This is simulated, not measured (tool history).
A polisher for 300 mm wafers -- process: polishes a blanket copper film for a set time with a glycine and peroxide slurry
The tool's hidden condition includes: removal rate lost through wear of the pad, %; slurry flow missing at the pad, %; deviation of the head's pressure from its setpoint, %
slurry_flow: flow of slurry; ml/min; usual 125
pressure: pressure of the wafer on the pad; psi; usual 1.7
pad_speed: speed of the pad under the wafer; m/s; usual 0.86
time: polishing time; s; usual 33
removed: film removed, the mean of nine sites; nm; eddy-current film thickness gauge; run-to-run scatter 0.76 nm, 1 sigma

run    hour  slurry_flow  pressure  pad_speed  time  wafers since the last listed run  wafers polished on this pad  hours since the slurry nozzle was cleaned  hours since the head pressure was calibrated  incoming thickness of the incoming film, nm  removed
  1     0.0          125       1.7       0.86    33                                 0                         3832                                      139.1                                        1175.8                                       2390.7    117.7
  2    52.5          125       1.4       0.86    33                               662                         4494                                      191.6                                        1228.3                                       2422.7    109.4
  3    89.7          125       1.4       0.86    33                               469                         4963                                      228.8                                        1265.5                                       2375.0    108.6
  4   143.6          125       1.7       0.86    25                               679                         5643                                      282.7                                        1319.4                                       2384.2     89.0
      188.2  -- worn pad replaced by a new one
      195.2  -- head pressure recalibrated
  5   212.5          125       1.7       0.86    25                               793                          281                                      351.6                                          17.3                                       2380.8     90.1
  6   277.3          125       2.2       0.86    33                               817                         1098                                      416.4                                          82.1                                       2413.3    133.5
  7   308.6          125       2.2       0.86    33                               394                         1493                                      447.7                                         113.4                                       2401.2    133.1
      313.3  -- slurry nozzle cleaned
  8   521.0          125       1.7       0.86    33                              2665                         4159                                      207.7                                         325.8                                       2375.9    118.2
  9   584.8          125       1.7       0.86    33                               804                         4963                                      271.5                                         389.6                                       2423.4    117.8
      622.0  -- worn pad replaced by a new one
 10   641.4          125       1.8       0.86    33                               663                          244                                      328.1                                         446.2                                       2341.6    120.1
 11   708.9          125       1.7       0.86    33                               851                         1095                                      395.6                                         513.7                                       2407.7    117.1
 12   749.2          125       1.7       0.86    28                               508                         1603                                      435.9                                         554.0                                       2358.7     99.5
      751.6  -- slurry nozzle cleaned
 13   787.7          125       1.7       0.86    28                               472                         2076                                       36.1                                         592.5                                       2412.8     98.9
 14   835.0           95       1.7       0.86    33                               596                         2672                                       83.4                                         639.8                                       2369.4    109.4
 15   866.1          125       1.7       0.86    33                               392                         3065                                      114.5                                         670.9                                       2360.1    118.2
 16   891.8          150       1.7       0.86    33                               324                         3389                                      140.2                                         696.6                                       2414.2    121.6
 17   917.0          145       1.7       0.86    38                               317                         3706                                      165.4                                         721.8                                       2339.6    140.4
 18   946.5           85       1.7       1.04    33                               372                         4078                                      194.9                                         751.3                                       2383.2    122.9
 19   985.6          170       1.7       0.56    26                               493                         4572                                      234.0                                         790.4                                       2370.9     73.0
 20  1037.8          125       1.7       0.86    33                               658                         5230                                      286.2                                         842.6                                       2427.3    118.1
     1059.3  -- worn pad replaced by a new one
 21  1227.5          125       1.7       0.86    25                              2341                         2121                                      475.9                                        1032.3                                       2421.4     89.3
     1282.9  -- slurry nozzle cleaned
 22  1292.5          105       1.3       0.86    33                               807                         2928                                        9.6                                        1097.3                                       2416.1    101.7
 23  1352.2          125       1.7       0.76    36                               752                         3681                                       69.3                                        1157.0                                       2365.6    117.7
 24  1384.0          170       1.7       0.98    33                               401                         4082                                      101.1                                        1188.8                                       2353.0    134.5
     1450.3  -- head pressure recalibrated
 25  1518.8          125       1.7       0.86    41                              1674                         5757                                      235.9                                          68.5                                       2380.0    146.4
 26  1554.0           85       1.5       0.86    40                               443                         6201                                      271.1                                         103.7                                       2399.8    123.4
     1559.2  -- worn pad replaced by a new one
 27  1591.9          125       1.7       0.86    23                               427                          412                                      309.0                                         141.6                                       2371.1     81.4
 28  1620.3          125       1.7       1.16    23                               358                          770                                      337.4                                         170.0                                       2369.3    101.6
 29  1658.4          125       1.7       0.86    33                               480                         1251                                      375.5                                         208.1                                       2415.2    116.5
     1725.2  -- slurry nozzle cleaned
 30  1779.7          125       1.7       0.86    33                              1517                         2768                                       54.5                                         329.4                                       2376.3    118.2
 31  1830.8          155       2.1       0.60    33                               644                         3412                                      105.6                                         380.5                                       2426.6    104.2
 32  1880.0          125       1.5       0.64    33                               620                         4032                                      154.8                                         429.7                                       2389.9     90.9
 33  1932.0          125       1.4       0.66    33                               655                         4688                                      206.8                                         481.7                                       2335.5     91.9
 34  1960.5          150       1.7       0.86    33                               359                         5048                                      235.3                                         510.2                                       2404.8    122.5
 35  1996.0          160       1.7       0.70    27                               447                         5495                                      270.8                                         545.7                                       2393.9     86.7
 36  2034.6          145       1.7       0.86    42                               486                         5982                                      309.4                                         584.3                                       2397.9    153.5

Each row is a separate what-if for the run after 36, all from the same tool condition, not one after another. Results?
  A  2035.0          125       1.7       0.86    30                                 5                         5987                                      309.8                                         584.7                                       2358.6        ?
  B  2035.0          125       1.7       1.14    33                                 5                         5987                                      309.8                                         584.7                                       2358.6        ?
  C  2035.0          145       1.2       0.86    33                                 5                         5987                                      309.8                                         584.7                                       2358.6        ?
  D  2035.0          165       1.2       0.98    44                                 5                         5987                                      309.8                                         584.7                                       2358.6        ?
  E  2035.0          160       1.7       0.72    33                                 5                         5987                                      309.8                                         584.7                                       2358.6        ?

run  removed
  A    107.3
  B    145.4
  C    106.2
  D    158.3
  E    109.2
The same runs, with their run-to-run variation unchanged, on a tool lacking any hidden condition would have given:
run  removed
  A    107.3
  B    145.4
  C    106.2
  D    158.3
  E    109.2

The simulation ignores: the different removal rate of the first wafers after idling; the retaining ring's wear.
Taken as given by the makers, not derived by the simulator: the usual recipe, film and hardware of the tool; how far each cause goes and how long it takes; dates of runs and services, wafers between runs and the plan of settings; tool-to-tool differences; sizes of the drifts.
